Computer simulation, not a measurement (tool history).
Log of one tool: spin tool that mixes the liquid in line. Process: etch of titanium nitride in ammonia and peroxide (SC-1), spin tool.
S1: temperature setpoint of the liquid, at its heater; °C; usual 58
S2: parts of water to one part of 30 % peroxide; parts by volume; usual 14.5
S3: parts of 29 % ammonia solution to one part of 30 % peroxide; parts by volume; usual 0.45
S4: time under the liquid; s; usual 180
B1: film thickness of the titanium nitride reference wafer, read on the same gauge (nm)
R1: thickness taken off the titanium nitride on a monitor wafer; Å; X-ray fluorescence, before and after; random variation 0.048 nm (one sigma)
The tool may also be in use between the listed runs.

Run 1, hour 0: usual settings; B1 110.04. Result: R1 133.3 Å.
Run 2, hour 14.6: usual settings; B1 109.96. Result: R1 133.4 Å.
Run 3, hour 32.2: usual settings; B1 110.05. Result: R1 133.8 Å.
Run 4, hour 41.9: usual settings but S2 17 parts by volume; B1 110. Result: R1 122.4 Å.
Run 5, hour 49.4: usual settings but S2 17 parts by volume; B1 109.97. Result: R1 122.5 Å.
Run 6, hour 66.6: usual settings but S2 17 parts by volume; B1 110.01. Result: R1 122.2 Å.
Run 7, hour 82.9: usual settings; B1 109.96. Result: R1 134.3 Å.
Run 8, hour 90.4: usual settings; B1 110.03. Result: R1 134.2 Å.
At hour 93.6: ammonia flow meter replaced.
Run 9, hour 103.6: usual settings; B1 110. Result: R1 133.7 Å.
At hour 108.6: thermometer replaced.
Run 10, hour 110.2: usual settings but S1 54.5 °C, S4 260 s; B1 109.99. Result: R1 132.8 Å.
At hour 112.2: gauge calibrated.
At hour 113.1: heated supply line repaired.
At hour 121.7: new drum of ammonia solution connected.
Run 11, hour 126.6: usual settings but S1 62.5 °C, S3 0.3 parts by volume, S4 110 s; B1 110.01. Result: R1 88.9 Å.
Run 12, hour 138.3: usual settings but S2 10.5 parts by volume, S3 0.5 parts by volume, S4 95 s; B1 109.99. Result: R1 74.9 Å.
Run 13, hour 154.4: usual settings but S2 10.5 parts by volume, S4 285 s; B1 110.01. Result: R1 222.2 Å.
Run 14, hour 166.1: usual settings but S1 65.5 °C, S2 10.5 parts by volume, S3 0.6 parts by volume, S4 145 s; B1 109.97. Result: R1 191.4 Å.
Run 15, hour 176.3: usual settings but S1 51 °C, S3 0.55 parts by volume, S4 265 s; B1 110. Result: R1 111.6 Å.
Run 16, hour 187.9: usual settings; B1 110.02. Result: R1 117.1 Å.
Run 17, hour 196.3: usual settings but S1 68 °C, S2 8.5 parts by volume, S3 0.65 parts by volume, S4 215 s; B1 110.02. Result: R1 381 Å.
Run 18, hour 207.5: usual settings; B1 109.96. Result: R1 117.2 Å.

Forecast each of these 3 alternatives for the next run:
Run A, hour 208: usual settings but S3 0.55 parts by volume; B1 ?. Result: R1 ?.
Run B, hour 208: usual settings but S2 11 parts by volume, S4 250 s; B1 ?. Result: R1 ?.
Run C, hour 208: usual settings but S1 63 °C; B1 ?. Result: R1 ?.

run      B1     R1
  A  110.01  122.5
  B  110.01  190.4
  C  110.01  163.6
Without the tool's hidden state the same runs would have given:
run     R1
  A  117.7
  B  182.8
  C  157.3

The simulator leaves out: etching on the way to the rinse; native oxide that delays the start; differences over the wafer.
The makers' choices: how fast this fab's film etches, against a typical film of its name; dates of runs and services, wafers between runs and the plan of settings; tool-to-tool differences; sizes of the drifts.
